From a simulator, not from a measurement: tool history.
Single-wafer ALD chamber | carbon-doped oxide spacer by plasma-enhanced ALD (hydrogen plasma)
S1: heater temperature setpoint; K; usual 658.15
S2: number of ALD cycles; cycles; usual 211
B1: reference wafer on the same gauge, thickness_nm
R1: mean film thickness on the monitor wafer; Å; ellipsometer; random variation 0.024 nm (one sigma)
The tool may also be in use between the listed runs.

run   hour      S1   S2      B1      R1
  1      0  658.15  188  11.398   85.15
  2   17.9  658.15  188  11.404    85.3
  3   31.4  658.15  188  11.398    85.5
  4   41.2  668.15  239  11.408  108.34
  5   48.1  668.15  239  11.405  108.85
  6   63.3  668.15  239  11.427     109
  7   77.2  658.15  211  11.422   96.01
  8   91.6  658.15  211  11.438   95.53
  9  106.6  658.15  178  11.451    81.2
 10  115.3  658.15  211  11.455    96.2
 11  128.5  658.15  211  11.448   96.65
 12    144  666.15  211  11.468   96.56
 13  155.1  658.15  211  11.467   96.13
 14    164  658.15  211  11.489   96.26
 15  174.7  650.15  211  11.484   96.78
 16  184.9  650.15  211  11.493   96.79
 17  194.3  650.15  211  11.512    96.4
     204.6  -- gauge calibrated
 18  210.8  651.15  230  11.375  104.18
 19  224.3  651.15  230  11.377  103.97
 20    233  658.15  230  11.382  104.32
 21  243.3  658.15  230  11.366  104.65
 22    252  658.15  230  11.381  104.34
 23  262.5  672.15  195  11.386    88.8
 24  268.9  671.15  189  11.385   85.58
 25    280  648.15  231  11.386  104.65
 26  292.6  658.15  233  11.386  106.08
 27  308.9  658.15  228  11.379  103.71
 28  315.9  647.15  211  11.392   95.52
 29  322.2  654.15  211  11.399   96.02
 30  332.3  673.15  238  11.396  107.97
 31  348.2  668.15  211  11.408   96.08
 32  357.1  651.15  192  11.421   87.19
 33  366.2  644.15  211  11.419   96.04
     375.8  -- thermocouple changed; heater temperature recalibrated
 34  382.6  658.15  211  11.431   96.29
 35  389.6  658.15  211  11.423   96.11
 36  397.7  664.15  196  11.435   89.49
 37  414.8  650.15  251  11.456  113.93
 38  423.7  667.15  211  11.461   95.94
 39  430.7  651.15  236  11.452  108.14
 40  439.4  652.15  226  11.468  103.25
 41  449.1  646.15  211  11.478    96.4
 42    456  658.15  211  11.479   96.82
 43  466.3  658.15  211  11.483   96.84
 44  472.8  646.15  241  11.492  110.51
 45  480.8  658.15  211  11.504   96.78
 46    490  658.15  171  11.511   78.16
 47  502.9  663.15  224  11.519  103.14

The same runs without the tool's hidden state, with the same run-to-run variation:
The hidden state here: wafer temperature above the value expected at the setpoint (K); gauge reads high (%).
run      R1
  1   84.96
  2   85.06
  3   85.23
  4  107.96
  5  108.43
  6  108.51
  7   95.52
  8   94.98
  9   80.66
 10   95.51
 11   95.88
 12    95.7
 13    95.2
 14   95.27
 15   95.71
 16   95.64
 17   95.18
 18  104.13
 19  103.91
 20  104.26
 21  104.57
 22  104.25
 23   88.71
 24   85.48
 25  104.51
 26   105.9
 27  103.49
 28   95.29
 29   95.77
 30  107.65
 31   95.73
 32   86.85
 33   95.62
 34   95.79
 35   95.58
 36   88.95
 37  113.13
 38   95.21
 39  107.27
 40  102.35
 41    95.5
 42   95.87
 43   95.82
 44  109.28
 45   95.64
 46   77.18
 47  101.74
